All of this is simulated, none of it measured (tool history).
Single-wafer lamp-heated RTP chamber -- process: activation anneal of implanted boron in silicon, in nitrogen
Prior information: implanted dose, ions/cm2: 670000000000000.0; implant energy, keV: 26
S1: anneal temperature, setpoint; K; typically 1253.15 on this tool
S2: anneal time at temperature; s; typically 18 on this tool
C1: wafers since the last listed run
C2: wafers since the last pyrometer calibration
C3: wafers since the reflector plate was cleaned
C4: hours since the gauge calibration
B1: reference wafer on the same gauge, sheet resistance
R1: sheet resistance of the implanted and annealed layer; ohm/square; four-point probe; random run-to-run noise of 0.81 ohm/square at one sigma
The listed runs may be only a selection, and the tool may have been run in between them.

run 1 hour=0 | S1=1253.15 S2=26 | C1=0 C2=2534 C3=2519 C4=46.8 | B1=199.91 | R1=174.83
run 2 hour=12.6 | S1=1253.15 S2=18 | C1=194 C2=2728 C3=2713 C4=59.4 | B1=199.61 | R1=176.34
-- hour=21 pyrometer window cleaned and pyrometer calibrated
run 3 hour=29 | S1=1276.15 S2=18 | C1=129 C2=123 C3=2843 C4=75.8 | B1=200.25 | R1=166.54
run 4 hour=45.8 | S1=1265.15 S2=26 | C1=258 C2=382 C3=3101 C4=92.6 | B1=199.89 | R1=169.52
run 5 hour=91.2 | S1=1272.15 S2=21 | C1=699 C2=1082 C3=3801 C4=138 | B1=200.26 | R1=166.71
-- hour=93.6 gauge calibrated
run 6 hour=98.8 | S1=1272.15 S2=21 | C1=117 C2=1199 C3=3918 C4=5.2 | B1=199.88 | R1=167.15
run 7 hour=108.8 | S1=1253.15 S2=18 | C1=154 C2=1353 C3=4072 C4=15.2 | B1=199.56 | R1=174.71
run 8 hour=119 | S1=1253.15 S2=18 | C1=157 C2=1510 C3=4229 C4=25.4 | B1=199.87 | R1=174.28
run 9 hour=127 | S1=1253.15 S2=18 | C1=123 C2=1633 C3=4353 C4=33.4 | B1=200.13 | R1=174.74
-- hour=147.9 reflector plate cleaned
run 10 hour=148.4 | S1=1235.15 S2=18 | C1=206 C2=1840 C3=7 C4=54.8 | B1=200.01 | R1=202.94
run 11 hour=158.3 | S1=1239.15 S2=29 | C1=152 C2=1992 C3=160 C4=64.7 | B1=200.42 | R1=190.93
run 12 hour=170.4 | S1=1283.15 S2=23 | C1=186 C2=2179 C3=346 C4=76.8 | B1=200.12 | R1=165.51
run 13 hour=181.8 | S1=1227.15 S2=26 | C1=175 C2=2354 C3=522 C4=88.2 | B1=200.02 | R1=206.32
run 14 hour=195.8 | S1=1253.15 S2=18 | C1=215 C2=2570 C3=738 C4=102.2 | B1=199.7 | R1=178.52
-- hour=209.4 pyrometer window cleaned and pyrometer calibrated
run 15 hour=209.9 | S1=1261.15 S2=12 | C1=93 C2=7 C3=832 C4=116.3 | B1=200.09 | R1=175.11
run 16 hour=223 | S1=1253.15 S2=18 | C1=201 C2=209 C3=1034 C4=129.4 | B1=199.86 | R1=179.38
run 17 hour=231.2 | S1=1225.15 S2=24 | C1=126 C2=335 C3=1160 C4=137.6 | B1=199.64 | R1=208.51
run 18 hour=237.6 | S1=1263.15 S2=24 | C1=98 C2=434 C3=1258 C4=144 | B1=200.35 | R1=170.32
run 19 hour=255.5 | S1=1273.15 S2=8 | C1=275 C2=710 C3=1534 C4=161.9 | B1=200.19 | R1=170.01
run 20 hour=266.1 | S1=1281.15 S2=11 | C1=163 C2=873 C3=1698 C4=172.5 | B1=199.76 | R1=167.86

Run-by-run hidden state of the tool:
true wafer temperature minus pyrometer reading, K: 0, the same for each run
gauge reads high (%): 0, the same for each run
H1: wafer temperature error from the tarnished reflector plate, K
run=1 H1=7.46
run=2 H1=7.67
run=3 H1=7.91
run=4 H1=8.13
run=5 H1=8.57
run=6 H1=8.63
run=7 H1=8.7
run=8 H1=8.76
run=9 H1=8.81
run=10 H1=0.0988
run=11 H1=0.795
run=12 H1=1.57
run=13 H1=2.22
run=14 H1=2.95
run=15 H1=3.59
run=16 H1=4.12
run=17 H1=4.42
run=18 H1=4.64
run=19 H1=5.2
run=20 H1=5.49
